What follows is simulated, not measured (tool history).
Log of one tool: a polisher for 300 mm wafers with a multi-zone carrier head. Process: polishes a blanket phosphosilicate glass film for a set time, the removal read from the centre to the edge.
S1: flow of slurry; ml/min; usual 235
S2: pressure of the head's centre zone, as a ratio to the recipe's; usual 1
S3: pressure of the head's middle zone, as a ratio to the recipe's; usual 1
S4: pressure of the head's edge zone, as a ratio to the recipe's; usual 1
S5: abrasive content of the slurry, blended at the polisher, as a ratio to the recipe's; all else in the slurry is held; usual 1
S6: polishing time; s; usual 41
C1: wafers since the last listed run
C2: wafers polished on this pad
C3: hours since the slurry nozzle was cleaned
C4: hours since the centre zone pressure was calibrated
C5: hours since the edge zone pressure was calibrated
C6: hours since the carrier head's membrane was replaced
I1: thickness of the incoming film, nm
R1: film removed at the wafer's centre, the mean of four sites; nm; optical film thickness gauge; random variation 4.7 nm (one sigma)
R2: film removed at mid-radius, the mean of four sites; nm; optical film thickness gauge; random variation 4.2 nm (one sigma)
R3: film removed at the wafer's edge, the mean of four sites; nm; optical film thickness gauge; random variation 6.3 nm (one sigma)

run,day,S1,S2,S3,S4,S5,S6,C1,C2,C3,C4,C5,C6,I1,R1,R2,R3
1,0,235,1,1,1,1,41,0,2261,367.1,119.9,1117.1,1178.4,4162.9,448.6,437.6,447.3
2,2.033,235,1,1,1,1,41,385,2647,415.9,168.7,1165.9,1227.2,4196.7,442.9,439.6,436.3
3,4.025,235,1,1,1.1,1,41,378,3025,463.7,216.5,1213.7,1275,4152.5,439.7,439.4,448.3
4,5.779,235,1,1,1.04,1,41,332,3358,505.8,258.6,1255.8,1317.1,4232.6,425.9,423.7,441.2
# day 7.042: worn pad replaced by a new one
5,7.117,260,1,1.1,1,1,50,222,13,537.9,290.7,1287.9,1349.2,4149,532.9,574.5,540.3
# day 8.512: edge zone pressure recalibrated
# day 8.571: carrier head's membrane replaced by a new one
# day 8.621: slurry nozzle cleaned
6,9.829,235,1,1,1,1,41,480,493,29,355.8,31.6,30.2,4220.3,469.4,464.9,465.4
7,12.208,235,1,1,1,1,47,451,945,86.1,412.9,88.7,87.3,4226.4,536.5,526.7,522.5
8,13.458,235,0.9,1,1,1,41,237,1182,116.1,442.9,118.7,117.3,4283,414.7,451.6,454.8
9,15.908,290,1,1,1,1,41,465,1647,174.9,501.7,177.5,176.1,4175.7,470.7,463.8,470.6
10,17.621,235,1,1,1,1,41,325,1972,216,542.8,218.6,217.2,4246.9,460.3,447.6,451.3
11,20.462,235,1,1,1,1,41,539,2512,284.2,611,286.8,285.4,4219.5,457.2,449.1,453.3
12,22.546,190,1,1.04,1,0.75,41,395,2907,334.2,661,336.8,335.4,4185.8,376.4,389.1,380.8
# day 22.788: worn pad replaced by a new one
13,24.033,235,1,1,1,0.7,41,250,236,369.9,696.7,372.5,371.1,4214.4,391.9,386.9,382.1
14,26.933,235,0.97,0.93,1,1.15,41,550,787,439.5,766.3,442.1,440.7,4176.9,446.5,441,460.9
# day 28.975: centre zone pressure recalibrated
15,29.783,235,1,1,1.1,1,41,525,1312,507.9,19.4,510.5,509.1,4259.4,434.6,431.2,453.5
16,32.192,235,0.93,1,1,1,41,457,1769,565.7,77.2,568.3,566.9,4213.5,391.8,419.6,439.5
17,34.721,235,1,1,1,1.25,41,480,2249,626.4,137.9,629,627.6,4219.8,456,455,468.9
# day 36.558: slurry nozzle cleaned
18,37.446,235,1,1,1,1.15,41,509,2758,21.3,203.3,694.4,693,4280.7,497.8,493.6,485.2
19,38.592,195,1,0.89,0.92,1,48,217,2976,48.8,230.8,721.9,720.5,4164.8,524.4,474.3,508
20,40.4,235,1,1,1,1,41,343,3319,92.2,274.2,765.3,763.9,4204.1,471.8,450,456.9
# day 41.038: worn pad replaced by a new one
21,43.292,295,1,0.95,1.11,1,41,517,427,161.6,343.6,834.7,833.3,4246.9,482.6,442.9,495.2
22,45.092,235,1,1,1,1,41,341,769,204.8,386.8,877.9,876.5,4182.1,459,450,446.1

Forecast each of these 3 alternatives for the next run:
A,45.108,235,1,0.93,1,1,41,3,772,205.2,387.2,878.3,876.9,4235.3,?,?,?
B,45.108,280,1,1,1,1,41,3,772,205.2,387.2,878.3,876.9,4235.3,?,?,?
C,45.108,235,1,0.95,1.05,0.75,41,3,772,205.2,387.2,878.3,876.9,4235.3,?,?,?

run,R1,R2,R3
A,461,415.2,465
B,475.5,453.5,474.1
C,409.1,375,421.2
Without the tool's hidden state the same runs would have given:
run,R1,R2,R3
A,479.6,430.2,477.4
B,491.4,467.1,484.7
C,425.7,388.6,432.5
